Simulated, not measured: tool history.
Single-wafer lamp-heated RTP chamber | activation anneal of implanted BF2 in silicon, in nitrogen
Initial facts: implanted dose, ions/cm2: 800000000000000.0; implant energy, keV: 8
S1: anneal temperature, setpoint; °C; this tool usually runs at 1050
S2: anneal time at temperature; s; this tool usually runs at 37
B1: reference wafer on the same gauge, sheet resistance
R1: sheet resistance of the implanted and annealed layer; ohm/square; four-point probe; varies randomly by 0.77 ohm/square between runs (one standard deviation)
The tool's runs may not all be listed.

Run 1, hour 0.0: usual settings; B1 179.92. Result: R1 192.21 ohm/square.
Run 2, hour 8.9: usual settings; B1 179.99. Result: R1 190.77 ohm/square.
Run 3, hour 17.8: usual settings; B1 180.01. Result: R1 190.78 ohm/square.
Run 4, hour 32.2: usual settings; B1 180.01. Result: R1 190.06 ohm/square.
Run 5, hour 49.4: usual settings but S1 1071 °C, S2 44 s; B1 180.09. Result: R1 170.23 ohm/square.
Run 6, hour 65.5: usual settings but S1 1071 °C, S2 44 s; B1 179.96. Result: R1 169.98 ohm/square.
Run 7, hour 81.9: usual settings but S1 1071 °C, S2 44 s; B1 180.05. Result: R1 169.15 ohm/square.
At hour 97.3: gauge calibrated.
At hour 99.4: reflector plate cleaned.
Run 8, hour 99.9: usual settings but S2 48 s; B1 180.03. Result: R1 181.28 ohm/square.
Run 9, hour 110.9: usual settings but S2 32 s; B1 179.96. Result: R1 191.20 ohm/square.
Run 10, hour 117.0: usual settings but S2 32 s; B1 179.95. Result: R1 191.69 ohm/square.
Run 11, hour 131.3: usual settings; B1 180.01. Result: R1 187.74 ohm/square.
Run 12, hour 138.6: usual settings; B1 180.04. Result: R1 186.90 ohm/square.
Run 13, hour 154.2: usual settings but S1 1029 °C; B1 179.90. Result: R1 207.81 ohm/square.
Run 14, hour 168.6: usual settings but S2 22 s; B1 180.07. Result: R1 201.93 ohm/square.
Run 15, hour 174.8: usual settings; B1 180.10. Result: R1 186.48 ohm/square.
At hour 183.9: reflector plate cleaned, repeated, since the last time left the tool worse.
At hour 185.3: pyrometer window cleaned and pyrometer calibrated.
Run 16, hour 188.5: usual settings but S1 1039 °C, S2 29 s; B1 179.90. Result: R1 216.32 ohm/square.
Run 17, hour 198.4: usual settings; B1 179.95. Result: R1 197.13 ohm/square.
Run 18, hour 205.5: usual settings but S1 1033 °C, S2 51 s; B1 180.00. Result: R1 202.30 ohm/square.
Run 19, hour 217.4: usual settings but S1 1042 °C; B1 179.84. Result: R1 204.72 ohm/square.
Run 20, hour 228.9: usual settings but S1 1026 °C, S2 45 s; B1 180.01. Result: R1 214.46 ohm/square.
Run 21, hour 238.8: usual settings; B1 179.86. Result: R1 198.23 ohm/square.
Run 22, hour 254.3: usual settings but S1 1071 °C, S2 44 s; B1 179.92. Result: R1 172.89 ohm/square.
Run 23, hour 271.8: usual settings but S1 1076 °C, S2 26 s; B1 179.98. Result: R1 180.82 ohm/square.
Run 24, hour 280.6: usual settings but S1 1035 °C; B1 180.05. Result: R1 211.38 ohm/square.
Run 25, hour 294.2: usual settings but S1 1031 °C, S2 44 s; B1 179.98. Result: R1 209.68 ohm/square.
Run 26, hour 300.5: usual settings but S1 1036 °C, S2 57 s; B1 179.99. Result: R1 196.36 ohm/square.
Run 27, hour 308.1: usual settings but S2 20 s; B1 179.95. Result: R1 213.81 ohm/square.
Run 28, hour 319.7: usual settings; B1 180.00. Result: R1 194.82 ohm/square.
Run 29, hour 333.5: usual settings but S1 1041 °C, S2 27 s; B1 180.07. Result: R1 214.15 ohm/square.
Run 30, hour 349.9: usual settings but S2 50 s; B1 180.07. Result: R1 186.42 ohm/square.
Run 31, hour 363.6: usual settings but S1 1078 °C, S2 17 s; B1 180.02. Result: R1 190.32 ohm/square.
Run 32, hour 372.8: usual settings but S1 1076 °C, S2 31 s; B1 179.95. Result: R1 176.83 ohm/square.
Run 33, hour 379.3: usual settings but S1 1042 °C, S2 50 s; B1 180.12. Result: R1 194.26 ohm/square.
Run 34, hour 385.5: usual settings but S1 1038 °C, S2 43 s; B1 180.00. Result: R1 202.61 ohm/square.
Run 35, hour 397.6: usual settings; B1 180.00. Result: R1 195.24 ohm/square.
Run 36, hour 407.3: usual settings but S1 1022 °C, S2 50 s; B1 180.02. Result: R1 213.43 ohm/square.

Predict each of these 5 candidate next runs independently; none follows another, all start after run 36:
Run A, hour 407.7: usual settings but S1 1058 °C; B1 ?. Result: R1 ?.
Run B, hour 407.7: usual settings but S1 1030 °C, S2 29 s; B1 ?. Result: R1 ?.
Run C, hour 407.7: usual settings but S1 1020 °C, S2 29 s; B1 ?. Result: R1 ?.
Run D, hour 407.7: usual settings but S2 31 s; B1 ?. Result: R1 ?.
Run E, hour 407.7: usual settings but S1 1033 °C, S2 45 s; B1 ?. Result: R1 ?.

run      B1      R1
  A  179.96  187.43
  B  179.96  224.74
  C  179.96  237.17
  D  179.96  200.72
  E  179.96  205.94
With the hidden condition removed and each run's random variation left untouched, the same runs would have given:
run      R1
  A  189.84
  B  227.61
  C  240.49
  D  203.31
  E  208.42
